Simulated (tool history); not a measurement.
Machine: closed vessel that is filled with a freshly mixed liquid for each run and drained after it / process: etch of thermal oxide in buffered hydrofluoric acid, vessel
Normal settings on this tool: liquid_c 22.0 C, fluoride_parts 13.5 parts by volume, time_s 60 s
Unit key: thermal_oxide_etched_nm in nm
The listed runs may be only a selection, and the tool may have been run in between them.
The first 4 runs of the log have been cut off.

run,hour,liquid_c,fluoride_parts,time_s,wafers since the last listed run,hours since the thermometer was replaced,hours since the hydrofluoric acid flow meter was replaced,hours since the gauge calibration,"read-back film thickness of the thermal oxide reference wafer, read on the same gauge (nm)",thermal_oxide_etched_nm
5,107.2,22.0,13.5,50,1737,2735.5,2140.2,106.7,109.96,37.72
6,121.0,22.0,13.5,60,1268,2749.3,2154.0,120.5,110.01,45.89
7,220.7,22.0,13.5,60,9164,2849.0,2253.7,220.2,110.01,45.24
8,233.7,22.0,13.5,70,1194,2862.0,2266.7,233.2,109.96,52.86
9,250.2,22.0,13.5,70,1516,2878.5,2283.2,249.7,109.99,52.78
10,265.3,22.0,13.5,70,1388,2893.6,2298.3,264.8,110.04,52.65
11,290.8,22.0,16.0,60,2344,2919.1,2323.8,290.3,110.03,37.79
12,314.6,22.0,13.5,60,2187,2942.9,2347.6,314.1,110.01,44.79
13,336.3,22.0,13.5,60,1994,2964.6,2369.3,335.8,110.00,44.84
# hour 353.2: thermometer replaced
14,372.1,20.0,13.5,60,3198,18.9,2405.1,371.6,110.02,40.06
15,388.4,22.0,13.5,60,1498,35.2,2421.4,387.9,110.00,45.00
16,405.2,22.0,13.5,60,1544,52.0,2438.2,404.7,109.97,44.79
17,439.0,18.5,12.0,30,3106,85.8,2472.0,438.5,110.04,20.69
# hour 468.9: hydrofluoric acid flow meter replaced
18,469.8,22.0,12.0,90,2739,116.6,0.9,469.3,109.99,85.42
19,502.5,18.5,13.5,90,3005,149.3,33.6,502.0,110.03,61.94
20,525.7,22.0,13.5,60,2132,172.5,56.8,525.2,110.01,50.71
21,547.2,22.0,12.0,85,1976,194.0,78.3,546.7,110.00,80.67
# hour 578.5: gauge calibrated
22,626.6,25.5,16.0,80,7298,273.4,157.7,48.1,110.03,68.43
23,644.0,19.0,13.5,75,1599,290.8,175.1,65.5,109.99,52.96
24,665.8,22.0,13.5,60,2003,312.6,196.9,87.3,110.00,50.33
25,693.0,24.0,17.5,35,2500,339.8,224.1,114.5,110.03,25.67
26,736.9,22.0,13.5,60,4035,383.7,268.0,158.4,110.01,49.70
27,759.7,20.5,8.5,70,2095,406.5,290.8,181.2,109.97,82.42
28,813.6,22.0,13.5,60,4954,460.4,344.7,235.1,110.02,49.77
29,847.7,24.5,17.5,40,3134,494.5,378.8,269.2,109.97,29.39

Run 30, settings as shown, results not yet in. Your forecast:
30,878.2,17.5,13.5,35,2803,525.0,409.3,299.7,?,?

{"run 30": {"read-back film thickness of the thermal oxide reference wafer, read on the same gauge (nm)": 109.98, "thermal_oxide_etched_nm": 22.56}}
On a tool with no hidden condition, and with the same random variation, this run would have come out at thermal_oxide_etched_nm 23.03 nm.

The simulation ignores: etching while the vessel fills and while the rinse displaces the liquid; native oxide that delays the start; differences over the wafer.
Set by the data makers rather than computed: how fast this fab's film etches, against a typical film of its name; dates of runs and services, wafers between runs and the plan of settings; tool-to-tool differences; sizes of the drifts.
